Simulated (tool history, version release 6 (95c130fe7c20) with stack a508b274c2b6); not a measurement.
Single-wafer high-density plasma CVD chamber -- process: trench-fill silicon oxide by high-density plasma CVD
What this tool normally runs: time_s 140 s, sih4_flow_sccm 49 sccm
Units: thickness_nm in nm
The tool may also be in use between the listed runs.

| run | hour | time_s | sih4_flow_sccm | wafers since the last listed run | hours since the silane flow controller was replaced | hours since the gauge calibration | read-back reference wafer on the same gauge, thickness_nm | thickness_nm |
|---|---|---|---|---|---|---|---|---|
| 1 | 0.0 | 140 | 49 | 0 | 2542.6 | 279.4 | 739.612 | 600.748 |
| 2 | 62.1 | 140 | 49 | 534 | 2604.7 | 341.5 | 739.097 | 598.378 |
| 3 | 93.7 | 140 | 49 | 272 | 2636.3 | 373.1 | 740.023 | 599.078 |
| 4 | 134.1 | 140 | 45 | 348 | 2676.7 | 413.5 | 739.988 | 546.559 |
| 5 | 172.1 | 140 | 45 | 327 | 2714.7 | 451.5 | 738.933 | 547.029 |
| 6 | 236.5 | 140 | 49 | 554 | 2779.1 | 515.9 | 739.176 | 598.128 |
| 7 | 260.8 | 140 | 49 | 209 | 2803.4 | 540.2 | 739.804 | 597.124 |
| 8 | 329.6 | 140 | 49 | 592 | 2872.2 | 609.0 | 739.973 | 594.280 |
| 9 | 357.8 | 140 | 49 | 242 | 2900.4 | 637.2 | 737.567 | 594.821 |
| 10 | 394.0 | 131 | 41 | 311 | 2936.6 | 673.4 | 738.609 | 463.855 |
| 11 | 420.0 | 124 | 43 | 223 | 2962.6 | 699.4 | 739.930 | 460.334 |
|  | 457.6 | silane flow controller replaced |
|  | 477.0 | gauge calibrated |
| 12 | 485.5 | 168 | 41 | 495 | 27.9 | 8.5 | 738.792 | 621.969 |
| 13 | 549.3 | 162 | 49 | 549 | 91.7 | 72.3 | 739.859 | 717.956 |
| 14 | 579.6 | 124 | 56 | 261 | 122.0 | 102.6 | 738.481 | 625.619 |
| 15 | 620.8 | 158 | 54 | 354 | 163.2 | 143.8 | 738.563 | 774.828 |
| 16 | 661.9 | 140 | 49 | 354 | 204.3 | 184.9 | 738.133 | 622.400 |
| 17 | 704.2 | 140 | 49 | 364 | 246.6 | 227.2 | 738.367 | 616.483 |
| 18 | 744.8 | 148 | 41 | 349 | 287.2 | 267.8 | 738.805 | 545.596 |

Below are 5 alternative next runs, each starting from the tool's condition after run 18. Predict each:
| A | 745.2 | 140 | 49 | 3 | 287.6 | 268.2 | ? | ? |
| B | 745.2 | 159 | 56 | 3 | 287.6 | 268.2 | ? | ? |
| C | 745.2 | 149 | 42 | 3 | 287.6 | 268.2 | ? | ? |
| D | 745.2 | 114 | 40 | 3 | 287.6 | 268.2 | ? | ? |
| E | 745.2 | 115 | 49 | 3 | 287.6 | 268.2 | ? | ? |

| run | read-back reference wafer on the same gauge, thickness_nm | thickness_nm |
|---|---|---|
| A | 738.608 | 615.167 |
| B | 738.608 | 798.462 |
| C | 738.608 | 561.183 |
| D | 738.608 | 408.916 |
| E | 738.608 | 505.316 |
Had the tool no hidden state, the same runs would have come out as:
| run | thickness_nm |
|---|---|
| A | 626.520 |
| B | 813.198 |
| C | 571.540 |
| D | 416.463 |
| E | 514.642 |
